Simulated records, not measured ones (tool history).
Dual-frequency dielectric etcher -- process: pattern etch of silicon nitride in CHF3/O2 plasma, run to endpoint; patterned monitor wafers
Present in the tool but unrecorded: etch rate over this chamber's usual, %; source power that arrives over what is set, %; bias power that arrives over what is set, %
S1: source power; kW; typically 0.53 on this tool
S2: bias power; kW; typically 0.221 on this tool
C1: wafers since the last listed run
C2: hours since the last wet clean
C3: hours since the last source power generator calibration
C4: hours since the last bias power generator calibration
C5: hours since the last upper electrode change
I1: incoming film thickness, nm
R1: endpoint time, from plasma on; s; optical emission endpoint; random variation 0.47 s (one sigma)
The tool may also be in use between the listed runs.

{"run": 1, "hour": 0.0, "S1": 0.53, "S2": 0.221, "C1": 0, "C2": 199.2, "C3": 4458.8, "C4": 1340.8, "C5": 5268.8, "I1": 112.3, "R1": 74.6}
{"run": 2, "hour": 47.9, "S1": 0.53, "S2": 0.221, "C1": 696, "C2": 247.1, "C3": 4506.7, "C4": 1388.7, "C5": 5316.7, "I1": 111.1, "R1": 73}
{"run": 3, "hour": 122.4, "S1": 0.53, "S2": 0.221, "C1": 1083, "C2": 321.6, "C3": 4581.2, "C4": 1463.2, "C5": 5391.2, "I1": 112.4, "R1": 74.8}
{"run": 4, "hour": 172.1, "S1": 0.53, "S2": 0.221, "C1": 722, "C2": 371.3, "C3": 4630.9, "C4": 1512.9, "C5": 5440.9, "I1": 110.8, "R1": 74}
{"run": 5, "hour": 224.6, "S1": 0.53, "S2": 0.196, "C1": 763, "C2": 423.8, "C3": 4683.4, "C4": 1565.4, "C5": 5493.4, "I1": 112.6, "R1": 78.9}
{"hour": 256.5, "done": "upper electrode replaced"}
{"run": 6, "hour": 308.6, "S1": 0.53, "S2": 0.221, "C1": 872, "C2": 507.8, "C3": 4767.4, "C4": 1649.4, "C5": 52.1, "I1": 112.8, "R1": 75.9}
{"hour": 342.0, "done": "source power generator calibrated"}
{"hour": 355.3, "done": "wet clean of the chamber"}
{"run": 7, "hour": 372.9, "S1": 0.53, "S2": 0.221, "C1": 683, "C2": 17.6, "C3": 30.9, "C4": 1713.7, "C5": 116.4, "I1": 112.5, "R1": 73.1}
{"run": 8, "hour": 437.8, "S1": 0.53, "S2": 0.221, "C1": 943, "C2": 82.5, "C3": 95.8, "C4": 1778.6, "C5": 181.3, "I1": 111.8, "R1": 73.1}
{"run": 9, "hour": 501.4, "S1": 0.53, "S2": 0.191, "C1": 924, "C2": 146.1, "C3": 159.4, "C4": 1842.2, "C5": 244.9, "I1": 112.9, "R1": 77}
{"run": 10, "hour": 569.0, "S1": 0.65, "S2": 0.249, "C1": 982, "C2": 213.7, "C3": 227, "C4": 1909.8, "C5": 312.5, "I1": 112.9, "R1": 65.5}
{"hour": 601.2, "done": "bias power generator calibrated"}
{"run": 11, "hour": 608.4, "S1": 0.53, "S2": 0.205, "C1": 514, "C2": 253.1, "C3": 266.4, "C4": 7.2, "C5": 351.9, "I1": 112.1, "R1": 75.3}
{"run": 12, "hour": 703.9, "S1": 0.53, "S2": 0.221, "C1": 1388, "C2": 348.6, "C3": 361.9, "C4": 102.7, "C5": 447.4, "I1": 112.9, "R1": 75}
{"run": 13, "hour": 757.9, "S1": 0.53, "S2": 0.26, "C1": 785, "C2": 402.6, "C3": 415.9, "C4": 156.7, "C5": 501.4, "I1": 112.6, "R1": 71.1}
{"run": 14, "hour": 798.7, "S1": 0.53, "S2": 0.221, "C1": 593, "C2": 443.4, "C3": 456.7, "C4": 197.5, "C5": 542.2, "I1": 113.2, "R1": 76.3}
{"run": 15, "hour": 850.0, "S1": 0.6, "S2": 0.221, "C1": 745, "C2": 494.7, "C3": 508, "C4": 248.8, "C5": 593.5, "I1": 112.4, "R1": 71.4}

What if the next run were any one of these 4? Each begins from the tool's condition after run 15:
{"run": "A", "hour": 850.4, "S1": 0.53, "S2": 0.221, "C1": 5, "C2": 495.1, "C3": 508.4, "C4": 249.2, "C5": 593.9, "I1": 112.3, "R1": "?"}
{"run": "B", "hour": 850.4, "S1": 0.53, "S2": 0.176, "C1": 5, "C2": 495.1, "C3": 508.4, "C4": 249.2, "C5": 593.9, "I1": 112.3, "R1": "?"}
{"run": "C", "hour": 850.4, "S1": 0.53, "S2": 0.167, "C1": 5, "C2": 495.1, "C3": 508.4, "C4": 249.2, "C5": 593.9, "I1": 112.3, "R1": "?"}
{"run": "D", "hour": 850.4, "S1": 0.59, "S2": 0.221, "C1": 5, "C2": 495.1, "C3": 508.4, "C4": 249.2, "C5": 593.9, "I1": 112.3, "R1": "?"}

run=A R1=75.1
run=B R1=80.6
run=C R1=81.9
run=D R1=71.6
Take away the tool's hidden state, keep each run's random variation, and the runs would have read:
run=A R1=72.2
run=B R1=77.5
run=C R1=78.7
run=D R1=68.8
